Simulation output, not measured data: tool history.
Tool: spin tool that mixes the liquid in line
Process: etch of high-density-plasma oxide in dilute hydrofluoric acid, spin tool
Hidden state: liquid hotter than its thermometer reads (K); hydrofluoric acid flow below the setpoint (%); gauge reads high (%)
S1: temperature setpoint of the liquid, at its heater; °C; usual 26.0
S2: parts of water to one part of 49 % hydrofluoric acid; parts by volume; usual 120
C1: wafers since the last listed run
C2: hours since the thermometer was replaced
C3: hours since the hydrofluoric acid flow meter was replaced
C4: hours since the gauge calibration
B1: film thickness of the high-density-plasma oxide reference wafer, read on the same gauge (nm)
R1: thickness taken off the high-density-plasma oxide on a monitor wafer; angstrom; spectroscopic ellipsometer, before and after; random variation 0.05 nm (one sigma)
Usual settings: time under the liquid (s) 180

{"run": 1, "hour": 0.0, "S1": 23.5, "S2": 120, "time under the liquid (s)": 245, "C1": 0, "C2": 2279.8, "C3": 999.8, "C4": 131.2, "B1": 39.98, "R1": 89.0}
{"run": 2, "hour": 16.5, "S1": 23.5, "S2": 120, "time under the liquid (s)": 245, "C1": 104, "C2": 2296.3, "C3": 1016.3, "C4": 147.7, "B1": 40.01, "R1": 89.9}
{"run": 3, "hour": 29.5, "S1": 23.5, "S2": 120, "time under the liquid (s)": 245, "C1": 82, "C2": 2309.3, "C3": 1029.3, "C4": 160.7, "B1": 40.01, "R1": 89.6}
{"run": 4, "hour": 43.7, "S1": 26.0, "S2": 120, "time under the liquid (s)": 215, "C1": 89, "C2": 2323.5, "C3": 1043.5, "C4": 174.9, "B1": 39.98, "R1": 85.9}
{"run": 5, "hour": 59.1, "S1": 26.0, "S2": 120, "time under the liquid (s)": 180, "C1": 97, "C2": 2338.9, "C3": 1058.9, "C4": 190.3, "B1": 39.99, "R1": 71.5}
{"run": 6, "hour": 68.7, "S1": 26.0, "S2": 120, "time under the liquid (s)": 180, "C1": 60, "C2": 2348.5, "C3": 1068.5, "C4": 199.9, "B1": 39.99, "R1": 71.5}
{"run": 7, "hour": 84.6, "S1": 27.0, "S2": 120, "time under the liquid (s)": 180, "C1": 100, "C2": 2364.4, "C3": 1084.4, "C4": 215.8, "B1": 40.01, "R1": 74.4}
{"run": 8, "hour": 96.1, "S1": 27.0, "S2": 120, "time under the liquid (s)": 180, "C1": 72, "C2": 2375.9, "C3": 1095.9, "C4": 227.3, "B1": 39.99, "R1": 75.0}
{"run": 9, "hour": 107.2, "S1": 27.0, "S2": 120, "time under the liquid (s)": 180, "C1": 70, "C2": 2387.0, "C3": 1107.0, "C4": 238.4, "B1": 39.99, "R1": 73.7}
{"run": 10, "hour": 122.7, "S1": 26.0, "S2": 120, "time under the liquid (s)": 180, "C1": 98, "C2": 2402.5, "C3": 1122.5, "C4": 253.9, "B1": 39.99, "R1": 71.5}
{"hour": 129.9, "done": "thermometer replaced"}
{"hour": 136.8, "done": "gauge calibrated"}
{"run": 11, "hour": 140.4, "S1": 26.0, "S2": 120, "time under the liquid (s)": 180, "C1": 105, "C2": 10.5, "C3": 1140.2, "C4": 3.6, "B1": 40.02, "R1": 70.8}
{"run": 12, "hour": 148.1, "S1": 26.0, "S2": 120, "time under the liquid (s)": 90, "C1": 48, "C2": 18.2, "C3": 1147.9, "C4": 11.3, "B1": 40.01, "R1": 35.5}
{"run": 13, "hour": 157.5, "S1": 28.5, "S2": 120, "time under the liquid (s)": 290, "C1": 59, "C2": 27.6, "C3": 1157.3, "C4": 20.7, "B1": 39.98, "R1": 126.3}
{"run": 14, "hour": 172.7, "S1": 24.5, "S2": 150, "time under the liquid (s)": 180, "C1": 96, "C2": 42.8, "C3": 1172.5, "C4": 35.9, "B1": 40.01, "R1": 51.7}
{"run": 15, "hour": 186.2, "S1": 26.0, "S2": 70, "time under the liquid (s)": 180, "C1": 85, "C2": 56.3, "C3": 1186.0, "C4": 49.4, "B1": 39.99, "R1": 130.6}
{"hour": 212.6, "done": "hydrofluoric acid flow meter replaced"}
{"run": 16, "hour": 223.1, "S1": 26.0, "S2": 120, "time under the liquid (s)": 180, "C1": 227, "C2": 93.2, "C3": 10.5, "C4": 86.3, "B1": 40.0, "R1": 81.3}
{"run": 17, "hour": 229.2, "S1": 26.0, "S2": 120, "time under the liquid (s)": 180, "C1": 38, "C2": 99.3, "C3": 16.6, "C4": 92.4, "B1": 39.98, "R1": 81.2}
{"run": 18, "hour": 246.4, "S1": 23.0, "S2": 160, "time under the liquid (s)": 240, "C1": 108, "C2": 116.5, "C3": 33.8, "C4": 109.6, "B1": 39.97, "R1": 69.0}
{"run": 19, "hour": 262.1, "S1": 26.0, "S2": 175, "time under the liquid (s)": 285, "C1": 99, "C2": 132.2, "C3": 49.5, "C4": 125.3, "B1": 40.0, "R1": 81.9}
{"run": 20, "hour": 277.2, "S1": 26.0, "S2": 170, "time under the liquid (s)": 100, "C1": 95, "C2": 147.3, "C3": 64.6, "C4": 140.4, "B1": 39.98, "R1": 29.6}
{"run": 21, "hour": 293.3, "S1": 23.0, "S2": 155, "time under the liquid (s)": 180, "C1": 101, "C2": 163.4, "C3": 80.7, "C4": 156.5, "B1": 40.02, "R1": 52.6}
{"run": 22, "hour": 300.7, "S1": 23.0, "S2": 120, "time under the liquid (s)": 225, "C1": 46, "C2": 170.8, "C3": 88.1, "C4": 163.9, "B1": 40.01, "R1": 89.6}

Forecast each of these 4 alternatives for the next run:
{"run": "A", "hour": 301.2, "S1": 26.0, "S2": 120, "time under the liquid (s)": 180, "C1": 3, "C2": 171.3, "C3": 88.6, "C4": 164.4, "B1": "?", "R1": "?"}
{"run": "B", "hour": 301.2, "S1": 26.0, "S2": 180, "time under the liquid (s)": 250, "C1": 3, "C2": 171.3, "C3": 88.6, "C4": 164.4, "B1": "?", "R1": "?"}
{"run": "C", "hour": 301.2, "S1": 30.0, "S2": 105, "time under the liquid (s)": 180, "C1": 3, "C2": 171.3, "C3": 88.6, "C4": 164.4, "B1": "?", "R1": "?"}
{"run": "D", "hour": 301.2, "S1": 27.5, "S2": 120, "time under the liquid (s)": 115, "C1": 3, "C2": 171.3, "C3": 88.6, "C4": 164.4, "B1": "?", "R1": "?"}

run=A B1=40.00 R1=79.6
run=B B1=40.00 R1=68.5
run=C B1=40.00 R1=107.9
run=D B1=40.00 R1=53.8
Without the tool's hidden state the same runs would have given:
run=A R1=82.0
run=B R1=70.7
run=C R1=111.2
run=D R1=55.5

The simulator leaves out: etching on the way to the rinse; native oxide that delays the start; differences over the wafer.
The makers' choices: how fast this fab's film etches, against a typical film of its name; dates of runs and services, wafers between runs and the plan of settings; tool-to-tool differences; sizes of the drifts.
